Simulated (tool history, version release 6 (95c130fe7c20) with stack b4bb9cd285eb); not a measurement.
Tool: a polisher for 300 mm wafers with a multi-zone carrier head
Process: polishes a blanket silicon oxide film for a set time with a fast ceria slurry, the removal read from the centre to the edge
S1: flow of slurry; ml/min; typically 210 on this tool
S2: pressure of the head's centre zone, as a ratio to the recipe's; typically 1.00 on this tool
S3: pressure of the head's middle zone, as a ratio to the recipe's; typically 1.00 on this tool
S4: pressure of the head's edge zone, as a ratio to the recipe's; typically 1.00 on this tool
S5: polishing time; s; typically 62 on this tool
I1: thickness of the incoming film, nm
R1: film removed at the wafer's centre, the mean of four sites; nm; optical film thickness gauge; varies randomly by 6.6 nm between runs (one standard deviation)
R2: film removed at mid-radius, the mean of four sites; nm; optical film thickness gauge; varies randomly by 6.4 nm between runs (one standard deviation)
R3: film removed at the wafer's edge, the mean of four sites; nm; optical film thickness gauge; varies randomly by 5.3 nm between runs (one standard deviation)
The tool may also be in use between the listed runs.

{"run": 1, "day": 0.0, "S1": 210, "S2": 1.0, "S3": 1.0, "S4": 1.0, "S5": 62, "I1": 3923.5, "R1": 694.2, "R2": 761.4, "R3": 760.7}
{"day": 1.604, "done": "centre zone pressure recalibrated"}
{"run": 2, "day": 1.875, "S1": 210, "S2": 1.0, "S3": 1.0, "S4": 0.96, "S5": 62, "I1": 3984.5, "R1": 776.5, "R2": 765.9, "R3": 749.0}
{"run": 3, "day": 2.125, "S1": 210, "S2": 1.0, "S3": 1.0, "S4": 0.96, "S5": 62, "I1": 3896.2, "R1": 788.8, "R2": 764.8, "R3": 751.2}
{"run": 4, "day": 2.721, "S1": 210, "S2": 1.0, "S3": 1.0, "S4": 1.0, "S5": 62, "I1": 4029.8, "R1": 783.2, "R2": 771.9, "R3": 762.5}
{"day": 3.133, "done": "worn pad replaced by a new one"}
{"run": 5, "day": 3.154, "S1": 230, "S2": 1.0, "S3": 1.0, "S4": 0.91, "S5": 62, "I1": 3908.7, "R1": 789.6, "R2": 776.9, "R3": 734.4}
{"run": 6, "day": 3.238, "S1": 210, "S2": 1.0, "S3": 0.97, "S4": 0.93, "S5": 56, "I1": 4008.5, "R1": 708.1, "R2": 675.9, "R3": 671.7}
{"run": 7, "day": 3.65, "S1": 210, "S2": 1.0, "S3": 1.0, "S4": 1.0, "S5": 62, "I1": 3967.6, "R1": 787.1, "R2": 759.2, "R3": 749.9}
{"day": 3.979, "done": "carrier head's membrane replaced by a new one, of another model than before"}
{"run": 8, "day": 5.754, "S1": 210, "S2": 1.0, "S3": 0.97, "S4": 1.0, "S5": 62, "I1": 3928.6, "R1": 756.9, "R2": 736.8, "R3": 764.3}
{"day": 6.158, "done": "edge zone pressure recalibrated"}
{"day": 7.146, "done": "slurry nozzle cleaned"}
{"day": 7.512, "done": "worn pad replaced by a new one"}
{"run": 9, "day": 7.671, "S1": 210, "S2": 1.0, "S3": 1.0, "S4": 1.0, "S5": 62, "I1": 3969.7, "R1": 743.9, "R2": 765.6, "R3": 764.8}
{"run": 10, "day": 8.271, "S1": 210, "S2": 1.0, "S3": 1.0, "S4": 0.92, "S5": 54, "I1": 3970.8, "R1": 640.6, "R2": 669.0, "R3": 649.2}
{"run": 11, "day": 9.004, "S1": 210, "S2": 0.95, "S3": 0.96, "S4": 1.0, "S5": 62, "I1": 3949.1, "R1": 677.7, "R2": 729.0, "R3": 756.0}
{"run": 12, "day": 9.571, "S1": 210, "S2": 1.0, "S3": 1.0, "S4": 1.12, "S5": 62, "I1": 3893.7, "R1": 725.4, "R2": 778.1, "R3": 782.9}
{"run": 13, "day": 10.188, "S1": 210, "S2": 1.0, "S3": 1.0, "S4": 1.0, "S5": 62, "I1": 3935.9, "R1": 733.0, "R2": 772.5, "R3": 766.1}
{"run": 14, "day": 10.475, "S1": 175, "S2": 0.9, "S3": 0.93, "S4": 0.97, "S5": 62, "I1": 3980.1, "R1": 579.6, "R2": 693.5, "R3": 739.5}
{"run": 15, "day": 10.746, "S1": 210, "S2": 1.0, "S3": 1.0, "S4": 0.96, "S5": 62, "I1": 3870.9, "R1": 724.8, "R2": 770.6, "R3": 749.5}
{"run": 16, "day": 11.088, "S1": 210, "S2": 1.0, "S3": 1.0, "S4": 1.0, "S5": 62, "I1": 3939.6, "R1": 725.6, "R2": 773.6, "R3": 766.8}
{"day": 11.9, "done": "worn pad replaced by a new one"}
{"run": 17, "day": 11.921, "S1": 230, "S2": 1.0, "S3": 1.0, "S4": 1.0, "S5": 68, "I1": 3937.0, "R1": 803.9, "R2": 847.1, "R3": 844.9}
{"run": 18, "day": 12.167, "S1": 210, "S2": 1.0, "S3": 1.04, "S4": 1.0, "S5": 47, "I1": 4015.3, "R1": 551.3, "R2": 600.8, "R3": 579.6}
{"run": 19, "day": 12.433, "S1": 210, "S2": 1.0, "S3": 1.0, "S4": 1.0, "S5": 62, "I1": 3916.9, "R1": 721.2, "R2": 760.4, "R3": 749.9}
{"run": 20, "day": 13.021, "S1": 210, "S2": 0.94, "S3": 0.9, "S4": 1.04, "S5": 62, "I1": 3973.0, "R1": 627.4, "R2": 681.5, "R3": 774.4}
{"run": 21, "day": 13.588, "S1": 210, "S2": 1.0, "S3": 1.05, "S4": 1.0, "S5": 70, "I1": 4024.2, "R1": 807.9, "R2": 928.5, "R3": 864.0}
{"run": 22, "day": 13.962, "S1": 210, "S2": 1.07, "S3": 1.0, "S4": 1.0, "S5": 81, "I1": 3909.9, "R1": 1035.5, "R2": 1007.9, "R3": 987.1}

Exercise: give the hidden state of the tool at every run:
removal rate lost through wear of the pad, %: 0, the same for each run
slurry flow missing at the pad, %: 0, the same for each run
deviation of the edge zone's pressure from its setpoint, %: 0, the same for each run
H1: deviation of the centre zone's pressure from its setpoint, %
run=1 H1=-10.5
run=2 H1=1.31
run=3 H1=1.09
run=4 H1=0.57
run=5 H1=0.21
run=6 H1=0.142
run=7 H1=-0.187
run=8 H1=-1.7
run=9 H1=-2.87
run=10 H1=-3.2
run=11 H1=-3.58
run=12 H1=-3.86
run=13 H1=-4.16
run=14 H1=-4.29
run=15 H1=-4.41
run=16 H1=-4.55
run=17 H1=-4.9
run=18 H1=-4.99
run=19 H1=-5.1
run=20 H1=-5.32
run=21 H1=-5.52
run=22 H1=-5.65
